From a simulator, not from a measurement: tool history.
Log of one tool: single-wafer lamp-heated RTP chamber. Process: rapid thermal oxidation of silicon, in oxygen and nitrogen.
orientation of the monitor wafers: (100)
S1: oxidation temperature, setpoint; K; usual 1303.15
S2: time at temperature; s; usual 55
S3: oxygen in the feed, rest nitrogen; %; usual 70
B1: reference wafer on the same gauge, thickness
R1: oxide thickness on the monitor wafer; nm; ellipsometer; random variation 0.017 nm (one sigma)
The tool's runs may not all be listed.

| run | hour | S1 | S2 | S3 | B1 | R1 |
|---|---|---|---|---|---|---|
| 1 | 0 | 1303.15 | 55 | 70 | 7.405 | 6.253 |
| 2 | 16.2 | 1303.15 | 55 | 70 | 7.408 | 6.29 |
| 3 | 29.8 | 1303.15 | 55 | 70 | 7.412 | 6.244 |
| 4 | 41 | 1303.15 | 37 | 70 | 7.411 | 5.266 |
| 5 | 49.3 | 1303.15 | 37 | 70 | 7.409 | 5.282 |
| 6 | 62.5 | 1303.15 | 55 | 70 | 7.415 | 6.259 |
| 7 | 99 | 1303.15 | 55 | 70 | 7.409 | 6.272 |
| 8 | 114 | 1319.15 | 55 | 70 | 7.409 | 6.988 |
| 9 | 127.9 | 1303.15 | 55 | 53 | 7.409 | 5.674 |
| 10 | 156.7 | 1303.15 | 55 | 53 | 7.412 | 5.677 |
| 11 | 163.7 | 1303.15 | 55 | 53 | 7.409 | 5.674 |
| 12 | 179.9 | 1303.15 | 55 | 70 | 7.407 | 6.23 |
| 13 | 197.5 | 1303.15 | 55 | 70 | 7.408 | 6.225 |
| 14 | 205.7 | 1303.15 | 37 | 77 | 7.411 | 5.451 |
| 15 | 218.2 | 1303.15 | 55 | 63 | 7.414 | 6 |
| 16 | 235.3 | 1303.15 | 55 | 52 | 7.41 | 5.632 |
| 17 | 241.3 | 1303.15 | 55 | 52 | 7.411 | 5.661 |
| 18 | 251.8 | 1303.15 | 55 | 52 | 7.408 | 5.649 |
| 19 | 266.6 | 1303.15 | 76 | 70 | 7.407 | 7.216 |
| 20 | 280.8 | 1282.15 | 42 | 70 | 7.411 | 4.8 |
| 21 | 286.9 | 1291.15 | 71 | 78 | 7.408 | 6.678 |
| 22 | 295.1 | 1331.15 | 78 | 43 | 7.407 | 7.421 |
| 23 | 301.9 | 1329.15 | 34 | 48 | 7.406 | 5.299 |
| 24 | 317.1 | 1283.15 | 55 | 91 | 7.416 | 5.939 |
| 25 | 325 | 1303.15 | 37 | 70 | 7.411 | 5.284 |
| 26 | 363.5 | 1303.15 | 55 | 70 | 7.408 | 6.258 |
| 27 | 374.3 | 1275.15 | 28 | 70 | 7.407 | 3.881 |
| 28 | 388.1 | 1288.15 | 70 | 84 | 7.411 | 6.656 |
| 29 | 397.6 | 1333.15 | 35 | 96 | 7.41 | 7.056 |
| 30 | 413.3 | 1275.15 | 55 | 85 | 7.408 | 5.506 |
| 31 | 427 | 1303.15 | 68 | 45 | 7.41 | 5.873 |
| 32 | 439.5 | 1303.15 | 37 | 70 | 7.408 | 5.27 |
| 33 | 445.7 | 1303.15 | 55 | 52 | 7.412 | 5.624 |
| 34 | 480.9 | 1303.15 | 55 | 98 | 7.41 | 7.037 |
| 35 | 493 | 1326.15 | 78 | 59 | 7.409 | 8.071 |
| 36 | 510 | 1303.15 | 55 | 70 | 7.404 | 6.258 |
| 37 | 518.6 | 1277.15 | 31 | 55 | 7.411 | 3.81 |
| 38 | 527.4 | 1292.15 | 55 | 70 | 7.412 | 5.797 |

Not shown: 4 entries that the log had between the listed runs. Between which runs, and how does the tool's hidden state differ before and after?
Between runs 1 and 2: pyrometer window cleaned and pyrometer calibrated (hour 4.5)
  no hidden state differs between the two runs
Between runs 12 and 13: gauge calibrated (hour 182.2)
  no hidden state differs between the two runs
Between runs 25 and 26: pyrometer window cleaned and pyrometer calibrated (hour 359.1)
  no hidden state differs between the two runs
Between runs 26 and 27: oxygen flow controller replaced (hour 372.6)
  no hidden state differs between the two runs
